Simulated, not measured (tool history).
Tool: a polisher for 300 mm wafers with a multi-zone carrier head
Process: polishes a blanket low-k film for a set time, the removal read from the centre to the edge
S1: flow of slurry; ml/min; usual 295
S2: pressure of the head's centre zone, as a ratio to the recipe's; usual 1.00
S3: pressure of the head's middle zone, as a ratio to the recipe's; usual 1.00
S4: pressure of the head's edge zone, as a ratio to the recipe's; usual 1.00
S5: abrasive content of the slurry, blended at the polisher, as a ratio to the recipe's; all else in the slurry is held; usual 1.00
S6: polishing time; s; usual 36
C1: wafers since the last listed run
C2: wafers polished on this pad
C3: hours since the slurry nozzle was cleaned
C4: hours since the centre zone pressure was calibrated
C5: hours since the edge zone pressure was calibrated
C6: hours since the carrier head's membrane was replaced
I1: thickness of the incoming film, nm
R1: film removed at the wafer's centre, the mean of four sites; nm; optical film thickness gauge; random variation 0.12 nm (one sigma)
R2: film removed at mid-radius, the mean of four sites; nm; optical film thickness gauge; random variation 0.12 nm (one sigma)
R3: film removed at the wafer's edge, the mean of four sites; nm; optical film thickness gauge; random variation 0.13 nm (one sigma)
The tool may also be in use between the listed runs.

| run | day | S1 | S2 | S3 | S4 | S5 | S6 | C1 | C2 | C3 | C4 | C5 | C6 | I1 | R1 | R2 | R3 |
|---|---|---|---|---|---|---|---|---|---|---|---|---|---|---|---|---|---|
| 1 | 0.000 | 295 | 1.00 | 1.00 | 1.00 | 1.00 | 36 | 0 | 2510 | 399.1 | 250.3 | 465.8 | 1887.7 | 680.8 | 9.7 | 9.5 | 9.3 |
|  | 1.196 | carrier head's membrane replaced by a new one |
| 2 | 1.217 | 295 | 1.00 | 1.00 | 1.00 | 0.85 | 36 | 333 | 2844 | 428.3 | 279.5 | 495.0 | 0.5 | 688.9 | 8.7 | 8.4 | 8.3 |
|  | 2.004 | slurry nozzle cleaned |
| 3 | 2.271 | 295 | 1.11 | 1.00 | 0.91 | 0.75 | 46 | 335 | 3179 | 6.4 | 304.8 | 520.3 | 25.8 | 681.6 | 10.8 | 9.8 | 9.9 |
| 4 | 3.050 | 295 | 1.00 | 1.00 | 1.00 | 1.00 | 36 | 257 | 3436 | 25.1 | 323.5 | 539.0 | 44.5 | 699.9 | 9.3 | 9.1 | 9.1 |
|  | 3.721 | worn pad replaced by a new one |
| 5 | 4.071 | 295 | 0.94 | 1.00 | 1.11 | 1.00 | 27 | 282 | 116 | 49.6 | 348.0 | 563.5 | 69.0 | 687.3 | 7.5 | 7.5 | 7.8 |
| 6 | 5.404 | 295 | 1.00 | 1.00 | 1.00 | 1.00 | 36 | 441 | 557 | 81.6 | 380.0 | 595.5 | 101.0 | 687.5 | 10.1 | 10.1 | 10.1 |
| 7 | 6.275 | 295 | 1.00 | 0.94 | 0.96 | 1.00 | 36 | 288 | 845 | 102.5 | 400.9 | 616.4 | 121.9 | 694.6 | 10.0 | 9.4 | 10.0 |
| 8 | 7.071 | 295 | 1.00 | 1.00 | 1.00 | 1.00 | 36 | 263 | 1108 | 121.6 | 420.0 | 635.5 | 141.0 | 687.3 | 9.9 | 9.7 | 10.0 |
| 9 | 8.308 | 295 | 0.89 | 1.00 | 1.00 | 1.00 | 36 | 409 | 1518 | 151.3 | 449.7 | 665.2 | 170.7 | 692.6 | 9.1 | 9.9 | 9.7 |
|  | 8.675 | centre zone pressure recalibrated |
| 10 | 8.929 | 295 | 0.89 | 1.04 | 1.04 | 1.00 | 36 | 177 | 1696 | 166.2 | 6.1 | 680.1 | 185.6 | 676.7 | 9.0 | 9.9 | 9.8 |
| 11 | 10.412 | 295 | 0.97 | 1.00 | 1.03 | 1.00 | 36 | 490 | 2187 | 201.8 | 41.7 | 715.7 | 221.2 | 699.7 | 9.3 | 9.6 | 9.7 |
| 12 | 11.358 | 295 | 1.00 | 1.00 | 1.00 | 1.00 | 36 | 312 | 2500 | 224.5 | 64.4 | 738.4 | 243.9 | 688.3 | 9.6 | 9.6 | 9.5 |
| 13 | 12.162 | 225 | 1.00 | 1.00 | 1.08 | 1.10 | 27 | 266 | 2766 | 243.8 | 83.7 | 757.7 | 263.2 | 687.7 | 7.3 | 7.1 | 7.4 |
|  | 12.329 | edge zone pressure recalibrated |
| 14 | 13.096 | 295 | 1.00 | 1.00 | 1.00 | 1.00 | 36 | 281 | 3047 | 266.2 | 106.1 | 18.4 | 285.6 | 700.7 | 9.3 | 9.1 | 9.4 |
|  | 14.042 | worn pad replaced by a new one |
| 15 | 14.062 | 295 | 1.00 | 1.00 | 1.00 | 1.00 | 36 | 264 | 6 | 289.4 | 129.3 | 41.6 | 308.8 | 686.0 | 10.1 | 10.1 | 9.8 |
| 16 | 14.904 | 295 | 1.00 | 1.06 | 1.00 | 1.00 | 36 | 278 | 284 | 309.6 | 149.5 | 61.8 | 329.0 | 687.9 | 10.0 | 10.7 | 9.9 |
| 17 | 15.621 | 295 | 0.91 | 1.00 | 1.00 | 1.00 | 36 | 237 | 521 | 326.8 | 166.7 | 79.0 | 346.2 | 684.2 | 9.2 | 10.0 | 9.9 |
| 18 | 16.842 | 295 | 1.05 | 0.94 | 1.00 | 1.00 | 36 | 403 | 925 | 356.1 | 196.0 | 108.3 | 375.5 | 686.1 | 10.2 | 9.2 | 9.7 |

Forecast run 19:
| 19 | 17.812 | 295 | 0.88 | 1.00 | 1.00 | 1.00 | 46 | 321 | 1247 | 379.4 | 219.3 | 131.6 | 398.8 | 677.7 | ? | ? | ? |

R1: 11.5 nm
R2: 12.3 nm
R3: 12.2 nm
Without the tool's hidden state the same run would have given R1 12.1 nm, R2 12.9 nm, R3 12.7 nm.
